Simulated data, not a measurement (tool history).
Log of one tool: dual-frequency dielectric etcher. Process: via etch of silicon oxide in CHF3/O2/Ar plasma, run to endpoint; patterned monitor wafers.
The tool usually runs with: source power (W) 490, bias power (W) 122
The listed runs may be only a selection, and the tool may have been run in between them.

run    hour  source power (W)  bias power (W)  incoming incoming film thickness, nm  endpoint time (s)
  1     0.0               490             122                                 667.4              384.7
  2    64.8               490             122                                 672.8              392.3
  3   115.6               490             122                                 668.8              390.8
  4   158.2               490             122                                 660.4              383.3
  5   202.7               490             133                                 671.8              382.3
  6   267.4               490             133                                 674.8              383.8
  7   337.1               490             138                                 671.2              379.5
      399.2  -- wet clean of the chamber
  8   399.7               490             112                                 669.6              392.2
      440.7  -- bias power generator calibrated
  9   456.0               400             122                                 670.3              416.3
 10   497.0               400             122                                 673.8              418.6
      560.5  -- source power generator calibrated
      636.5  -- upper electrode replaced
 11   637.0               490             122                                 671.0              387.1
 12   664.2               490             122                                 669.0              385.3
 13   710.4               600              97                                 670.6              387.6
 14   737.3               490             122                                 668.3              388.8
 15   769.0               560              95                                 665.7              398.4
 16   835.1               550             135                                 668.0              361.1
 17   869.0               570             149                                 669.7              345.6
      935.1  -- wet clean of the chamber
 18   940.2               490             122                                 666.9              379.1
 19   964.5               420             137                                 672.1              389.3
 20  1073.8               570             136                                 662.3              345.5
 21  1123.7               570             149                                 670.9              339.4
 22  1193.4               450             105                                 673.9              422.5
 23  1263.2               490             122                                 665.5              386.6
 24  1297.9               590             148                                 673.4              339.9

Below are 3 alternative next runs, each starting from the tool's condition after run 24. Predict each:
  A  1298.4               490             132                                 670.0                  ?
  B  1298.4               450             140                                 670.0                  ?
  C  1298.4               420             122                                 670.0                  ?

run  endpoint time (s)
  A              379.1
  B              383.5
  C              412.8
Without the tool's unlogged condition, the same runs would have read:
run  endpoint time (s)
  A              372.2
  B              376.4
  C              405.3

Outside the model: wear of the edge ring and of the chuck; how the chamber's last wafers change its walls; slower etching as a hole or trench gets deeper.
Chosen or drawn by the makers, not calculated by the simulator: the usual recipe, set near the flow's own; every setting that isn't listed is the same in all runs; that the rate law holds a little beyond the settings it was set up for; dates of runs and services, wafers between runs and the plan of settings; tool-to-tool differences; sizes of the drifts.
